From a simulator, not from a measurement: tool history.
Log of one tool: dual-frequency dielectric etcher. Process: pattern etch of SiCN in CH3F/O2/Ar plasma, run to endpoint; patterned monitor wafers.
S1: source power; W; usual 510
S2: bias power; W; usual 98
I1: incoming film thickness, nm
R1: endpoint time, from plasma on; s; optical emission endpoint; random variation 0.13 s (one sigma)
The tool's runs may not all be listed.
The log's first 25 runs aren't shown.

run	hour	S1	S2	I1	R1
26	1907	590	120	8.65	16.9
# hour 1913.8: source power generator calibrated
27	1957.9	580	75	8.67	20.3
# hour 1963.6: bias power generator calibrated
28	2048.9	420	98	8.71	20
29	2121.1	390	98	8.68	20.3
30	2186.9	510	98	8.7	18.8
31	2294.8	450	109	8.65	18.4
# hour 2346.2: wet clean of the chamber
32	2396.4	510	98	8.7	19.4
33	2438.8	510	98	8.68	19.1
34	2477.3	400	74	8.75	22.9
35	2542	630	77	8.65	19.4
36	2632.8	510	98	8.69	18.5

Forecast each of these 3 alternatives for the next run:
A	2633.2	510	98	8.75	?
B	2633.2	410	98	8.75	?
C	2633.2	420	88	8.75	?

run	R1
A	18.6
B	19.8
C	20.5
Without the tool's hidden state the same runs would have given:
run	R1
A	19
B	20.2
C	20.9
